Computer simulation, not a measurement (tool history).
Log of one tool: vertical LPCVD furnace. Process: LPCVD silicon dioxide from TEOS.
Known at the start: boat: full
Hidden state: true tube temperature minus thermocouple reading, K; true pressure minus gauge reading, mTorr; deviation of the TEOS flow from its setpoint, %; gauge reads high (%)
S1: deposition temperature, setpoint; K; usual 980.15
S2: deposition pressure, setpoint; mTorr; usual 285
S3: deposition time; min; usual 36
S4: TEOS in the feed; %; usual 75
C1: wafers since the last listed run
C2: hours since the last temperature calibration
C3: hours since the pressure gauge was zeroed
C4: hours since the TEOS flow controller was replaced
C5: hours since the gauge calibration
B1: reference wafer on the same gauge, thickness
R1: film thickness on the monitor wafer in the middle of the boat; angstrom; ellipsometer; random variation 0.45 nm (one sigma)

{"run": 1, "hour": 0.0, "S1": 980.15, "S2": 285, "S3": 36, "S4": 75, "C1": 0, "C2": 2888.9, "C3": 4038.4, "C4": 3651, "C5": 980.5, "B1": 357.08, "R1": 3074.4}
{"run": 2, "hour": 23.4, "S1": 974.15, "S2": 285, "S3": 36, "S4": 75, "C1": 316, "C2": 2912.3, "C3": 4061.8, "C4": 3674.4, "C5": 1003.9, "B1": 357.08, "R1": 2679.1}
{"run": 3, "hour": 47.5, "S1": 974.15, "S2": 285, "S3": 36, "S4": 75, "C1": 326, "C2": 2936.4, "C3": 4085.9, "C4": 3698.5, "C5": 1028, "B1": 356.99, "R1": 2680.1}
{"run": 4, "hour": 69.3, "S1": 974.15, "S2": 285, "S3": 36, "S4": 75, "C1": 294, "C2": 2958.2, "C3": 4107.7, "C4": 3720.3, "C5": 1049.8, "B1": 357.06, "R1": 2688.8}
{"run": 5, "hour": 82.2, "S1": 980.15, "S2": 285, "S3": 36, "S4": 75, "C1": 174, "C2": 2971.1, "C3": 4120.6, "C4": 3733.2, "C5": 1062.7, "B1": 357.02, "R1": 3072.7}
{"hour": 117.7, "done": "thermocouples replaced and temperature profile calibrated"}
{"run": 6, "hour": 118.2, "S1": 980.15, "S2": 285, "S3": 36, "S4": 75, "C1": 162, "C2": 0.5, "C3": 4156.6, "C4": 3769.2, "C5": 1098.7, "B1": 357.13, "R1": 2929.6}
{"run": 7, "hour": 147.2, "S1": 980.15, "S2": 285, "S3": 36, "S4": 75, "C1": 392, "C2": 29.5, "C3": 4185.6, "C4": 3798.2, "C5": 1127.7, "B1": 356.92, "R1": 2929.2}
{"hour": 154.1, "done": "gauge calibrated"}
{"run": 8, "hour": 164.5, "S1": 980.15, "S2": 285, "S3": 36, "S4": 75, "C1": 234, "C2": 46.8, "C3": 4202.9, "C4": 3815.5, "C5": 10.4, "B1": 356.91, "R1": 2935.2}
{"hour": 191.7, "done": "pressure gauge zeroed"}
{"run": 9, "hour": 192.2, "S1": 980.15, "S2": 285, "S3": 36, "S4": 75, "C1": 50, "C2": 74.5, "C3": 0.5, "C4": 3843.2, "C5": 38.1, "B1": 357.07, "R1": 3005.4}
{"run": 10, "hour": 217.7, "S1": 980.15, "S2": 215, "S3": 36, "S4": 75, "C1": 345, "C2": 100, "C3": 26, "C4": 3868.7, "C5": 63.6, "B1": 357.05, "R1": 2603.3}
{"run": 11, "hour": 231.2, "S1": 975.15, "S2": 250, "S3": 36, "S4": 70, "C1": 182, "C2": 113.5, "C3": 39.5, "C4": 3882.2, "C5": 77.1, "B1": 357.01, "R1": 2419.5}
{"run": 12, "hour": 266.0, "S1": 987.15, "S2": 285, "S3": 42, "S4": 64, "C1": 470, "C2": 148.3, "C3": 74.3, "C4": 3917, "C5": 111.9, "B1": 357.09, "R1": 3803.7}
{"run": 13, "hour": 293.9, "S1": 989.15, "S2": 340, "S3": 48, "S4": 75, "C1": 377, "C2": 176.2, "C3": 102.2, "C4": 3944.9, "C5": 139.8, "B1": 357.07, "R1": 5388.4}
{"run": 14, "hour": 308.6, "S1": 980.15, "S2": 285, "S3": 36, "S4": 75, "C1": 198, "C2": 190.9, "C3": 116.9, "C4": 3959.6, "C5": 154.5, "B1": 357.09, "R1": 3006.2}
{"run": 15, "hour": 339.5, "S1": 987.15, "S2": 285, "S3": 36, "S4": 75, "C1": 418, "C2": 221.8, "C3": 147.8, "C4": 3990.5, "C5": 185.4, "B1": 357.09, "R1": 3542.2}
{"run": 16, "hour": 365.8, "S1": 980.15, "S2": 285, "S3": 36, "S4": 75, "C1": 355, "C2": 248.1, "C3": 174.1, "C4": 4016.8, "C5": 211.7, "B1": 357, "R1": 3017.2}
{"run": 17, "hour": 379.7, "S1": 977.15, "S2": 225, "S3": 36, "S4": 75, "C1": 188, "C2": 262, "C3": 188, "C4": 4030.7, "C5": 225.6, "B1": 357.01, "R1": 2506.1}
{"run": 18, "hour": 391.7, "S1": 980.15, "S2": 285, "S3": 36, "S4": 75, "C1": 162, "C2": 274, "C3": 200, "C4": 4042.7, "C5": 237.6, "B1": 356.97, "R1": 3015.5}
{"hour": 427.2, "done": "TEOS flow controller replaced"}
{"run": 19, "hour": 427.7, "S1": 970.15, "S2": 265, "S3": 23, "S4": 75, "C1": 162, "C2": 310, "C3": 236, "C4": 0.5, "C5": 273.6, "B1": 357.08, "R1": 1478.1}
{"run": 20, "hour": 437.0, "S1": 988.15, "S2": 330, "S3": 41.5, "S4": 75, "C1": 125, "C2": 319.3, "C3": 245.3, "C4": 9.8, "C5": 282.9, "B1": 357.12, "R1": 4508.1}
{"run": 21, "hour": 454.5, "S1": 980.15, "S2": 285, "S3": 36, "S4": 75, "C1": 236, "C2": 336.8, "C3": 262.8, "C4": 27.3, "C5": 300.4, "B1": 356.95, "R1": 3024.9}
{"run": 22, "hour": 481.1, "S1": 991.15, "S2": 285, "S3": 42.5, "S4": 89, "C1": 359, "C2": 363.4, "C3": 289.4, "C4": 53.9, "C5": 327, "B1": 356.99, "R1": 4988.8}
{"run": 23, "hour": 570.1, "S1": 980.15, "S2": 245, "S3": 43.5, "S4": 75, "C1": 1204, "C2": 452.4, "C3": 378.4, "C4": 142.9, "C5": 416, "B1": 357.09, "R1": 3395}
{"run": 24, "hour": 583.4, "S1": 983.15, "S2": 285, "S3": 36, "S4": 75, "C1": 179, "C2": 465.7, "C3": 391.7, "C4": 156.2, "C5": 429.3, "B1": 357.15, "R1": 3259}
{"run": 25, "hour": 612.9, "S1": 980.15, "S2": 285, "S3": 36, "S4": 75, "C1": 399, "C2": 495.2, "C3": 421.2, "C4": 185.7, "C5": 458.8, "B1": 356.8, "R1": 3041.6}
{"run": 26, "hour": 647.9, "S1": 968.15, "S2": 285, "S3": 29.5, "S4": 68, "C1": 473, "C2": 530.2, "C3": 456.2, "C4": 220.7, "C5": 493.8, "B1": 357.06, "R1": 1794.4}
{"run": 27, "hour": 663.2, "S1": 980.15, "S2": 285, "S3": 44, "S4": 75, "C1": 207, "C2": 545.5, "C3": 471.5, "C4": 236, "C5": 509.1, "B1": 356.98, "R1": 3708.9}
{"run": 28, "hour": 682.8, "S1": 990.15, "S2": 265, "S3": 29, "S4": 62, "C1": 265, "C2": 565.1, "C3": 491.1, "C4": 255.6, "C5": 528.7, "B1": 357, "R1": 2696.8}
{"run": 29, "hour": 714.0, "S1": 980.15, "S2": 245, "S3": 50, "S4": 83, "C1": 422, "C2": 596.3, "C3": 522.3, "C4": 286.8, "C5": 559.9, "B1": 357.11, "R1": 4130.8}
{"run": 30, "hour": 740.5, "S1": 972.15, "S2": 330, "S3": 39.5, "S4": 82, "C1": 358, "C2": 622.8, "C3": 548.8, "C4": 313.3, "C5": 586.4, "B1": 356.88, "R1": 3133.2}
{"run": 31, "hour": 758.4, "S1": 974.15, "S2": 285, "S3": 48.5, "S4": 68, "C1": 242, "C2": 640.7, "C3": 566.7, "C4": 331.2, "C5": 604.3, "B1": 356.97, "R1": 3413.2}
{"run": 32, "hour": 791.1, "S1": 976.15, "S2": 285, "S3": 36, "S4": 75, "C1": 442, "C2": 673.4, "C3": 599.4, "C4": 363.9, "C5": 637, "B1": 357.1, "R1": 2793.8}

3 ways to go on from here, each from the tool as it stands after run 32. What would each give?
{"run": "A", "hour": 795.3, "S1": 980.15, "S2": 285, "S3": 36, "S4": 75, "C1": 56, "C2": 677.6, "C3": 603.6, "C4": 368.1, "C5": 641.2, "B1": "?", "R1": "?"}
{"run": "B", "hour": 795.3, "S1": 980.15, "S2": 220, "S3": 36, "S4": 75, "C1": 56, "C2": 677.6, "C3": 603.6, "C4": 368.1, "C5": 641.2, "B1": "?", "R1": "?"}
{"run": "C", "hour": 795.3, "S1": 969.15, "S2": 350, "S3": 36, "S4": 86, "C1": 56, "C2": 677.6, "C3": 603.6, "C4": 368.1, "C5": 641.2, "B1": "?", "R1": "?"}

run=A B1=357.04 R1=3051.5
run=B B1=357.04 R1=2674.4
run=C B1=357.04 R1=2812
Without the tool's hidden state the same runs would have given:
run=A R1=2995.7
run=B R1=2632
run=C R1=2754.6

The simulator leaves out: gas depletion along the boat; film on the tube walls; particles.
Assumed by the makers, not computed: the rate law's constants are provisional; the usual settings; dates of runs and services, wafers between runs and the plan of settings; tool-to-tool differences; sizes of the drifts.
